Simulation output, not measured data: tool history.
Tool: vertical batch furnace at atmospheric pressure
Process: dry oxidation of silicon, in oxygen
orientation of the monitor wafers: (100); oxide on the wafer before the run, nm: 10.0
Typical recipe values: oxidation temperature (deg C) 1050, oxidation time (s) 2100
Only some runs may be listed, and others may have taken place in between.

run    hour  oxidation temperature (deg C)  oxidation time (s)  wafers since the last listed run  hours since the last temperature calibration  hours since the boat lift was adjusted  hours since the gauge calibration  read-back reference wafer on the same gauge, thickness  oxide thickness on the monitor wafer (angstrom)
  1     0.0                           1050                2100                                 0                                        1724.9                                  1547.9                             1656.1                                                   58.97                                            632.3
  2    57.8                           1050                2100                               630                                        1782.7                                  1605.7                             1713.9                                                   58.99                                            639.4
  3   115.7                           1050                2100                               631                                        1840.6                                  1663.6                             1771.8                                                   58.97                                            642.6
  4   174.1                           1042                2100                               636                                        1899.0                                  1722.0                             1830.2                                                   59.01                                            599.7
  5   213.3                           1042                2100                               427                                        1938.2                                  1761.2                             1869.4                                                   58.93                                            600.0
  6   241.1                           1042                2100                               303                                        1966.0                                  1789.0                             1897.2                                                   59.03                                            605.0
  7   304.1                           1050                2610                               686                                        2029.0                                  1852.0                             1960.2                                                   59.00                                            730.4
  8   330.4                           1050                2610                               286                                        2055.3                                  1878.3                             1986.5                                                   58.96                                            726.7
  9   368.0                           1050                2100                               409                                        2092.9                                  1915.9                             2024.1                                                   59.00                                            640.9
 10   425.2                           1050                2100                               623                                        2150.1                                  1973.1                             2081.3                                                   58.95                                            649.8
 11   490.3                           1067                2100                               709                                        2215.2                                  2038.2                             2146.4                                                   58.96                                            732.8
 12   549.4                           1067                2100                               644                                        2274.3                                  2097.3                             2205.5                                                   59.01                                            736.8
 13   574.5                           1067                2100                               273                                        2299.4                                  2122.4                             2230.6                                                   58.98                                            730.0
      591.9  -- gauge calibrated
 14   640.1                           1062                2100                               715                                        2365.0                                  2188.0                               48.2                                                   59.00                                            712.1
 15   710.0                           1050                2100                               762                                        2434.9                                  2257.9                              118.1                                                   58.98                                            646.6
 16   737.4                           1039                2100                               298                                        2462.3                                  2285.3                              145.5                                                   59.02                                            592.0
 17   775.9                           1039                2100                               419                                        2500.8                                  2323.8                              184.0                                                   59.01                                            593.7
 18   826.3                           1058                2100                               549                                        2551.2                                  2374.2                              234.4                                                   59.02                                            691.7
 19   852.5                           1058                2100                               285                                        2577.4                                  2400.4                              260.6                                                   59.03                                            693.1
 20   882.2                           1028                2100                               323                                        2607.1                                  2430.1                              290.3                                                   59.01                                            539.7
 21   941.5                           1038                2100                               646                                        2666.4                                  2489.4                              349.6                                                   58.99                                            588.2
      968.6  -- thermocouples replaced and temperature profile calibrated
 22   983.8                           1058                2100                               199                                          15.2                                  2531.7                              391.9                                                   59.03                                            669.6
 23  1054.9                           1061                2790                               775                                          86.3                                  2602.8                              463.0                                                   59.01                                            817.2
 24  1111.1                           1027                2100                               612                                         142.5                                  2659.0                              519.2                                                   59.02                                            520.0
     1148.1  -- boat lift adjusted
 25  1164.5                           1050                2100                               320                                         195.9                                    16.4                              572.6                                                   58.97                                            630.8
 26  1190.4                           1068                2100                               282                                         221.8                                    42.3                              598.5                                                   59.03                                            726.2
 27  1346.8                           1040                2760                              1704                                         378.2                                   198.7                              754.9                                                   59.02                                            685.4
 28  1392.8                           1058                2790                               501                                         424.2                                   244.7                              800.9                                                   59.00                                            793.6
 29  1462.6                           1037                2100                               760                                         494.0                                   314.5                              870.7                                                   59.00                                            563.5
 30  1527.2                           1050                2610                               704                                         558.6                                   379.1                              935.3                                                   58.99                                            713.9
 31  1594.5                           1050                2100                               733                                         625.9                                   446.4                             1002.6                                                   59.01                                            625.1
 32  1635.4                           1066                3090                               445                                         666.8                                   487.3                             1043.5                                                   59.03                                            899.6
 33  1684.8                           1050                3150                               538                                         716.2                                   536.7                             1092.9                                                   58.93                                            805.5
 34  1715.1                           1030                2100                               330                                         746.5                                   567.0                             1123.2                                                   59.05                                            538.4
 35  1784.6                           1035                2100                               757                                         816.0                                   636.5                             1192.7                                                   59.00                                            556.6
 36  1810.2                           1033                2100                               279                                         841.6                                   662.1                             1218.3                                                   58.98                                            549.1
 37  1838.2                           1027                2100                               305                                         869.6                                   690.1                             1246.3                                                   59.01                                            519.3
 38  1899.6                           1067                2100                               669                                         931.0                                   751.5                             1307.7                                                   58.96                                            720.4
 39  1967.2                           1036                2490                               736                                         998.6                                   819.1                             1375.3                                                   59.00                                            622.1

For each run, the measured value with the value that run would have given without the tool's hidden condition subtracted. The run-to-run variation is shared by both, the gauge scatter possibly not:
Hidden state at play: true tube temperature minus thermocouple reading, K; monitor wafer colder than the profiled boat position, K; gauge reads high (%).
run  oxide thickness on the monitor wafer (angstrom)
  1                                             +9.3
  2                                             +9.9
  3                                            +10.4
  4                                            +10.4
  5                                            +10.8
  6                                            +11.1
  7                                            +14.0
  8                                            +14.3
  9                                            +12.9
 10                                            +13.6
 11                                            +15.5
 12                                            +16.3
 13                                            +16.5
 14                                            +17.1
 15                                            +16.8
 16                                            +16.1
 17                                            +16.6
 18                                            +19.1
 19                                            +19.6
 20                                            +16.6
 21                                            +18.5
 22                                             +0.6
 23                                             +0.8
 24                                             +0.6
 25                                             +0.8
 26                                             +0.8
 27                                             +1.1
 28                                             +1.3
 29                                             +1.1
 30                                             +1.7
 31                                             +1.5
 32                                             +2.4
 33                                             +2.4
 34                                             +1.8
 35                                             +2.1
 36                                             +2.2
 37                                             +2.1
 38                                             +3.1
 39                                             +3.2

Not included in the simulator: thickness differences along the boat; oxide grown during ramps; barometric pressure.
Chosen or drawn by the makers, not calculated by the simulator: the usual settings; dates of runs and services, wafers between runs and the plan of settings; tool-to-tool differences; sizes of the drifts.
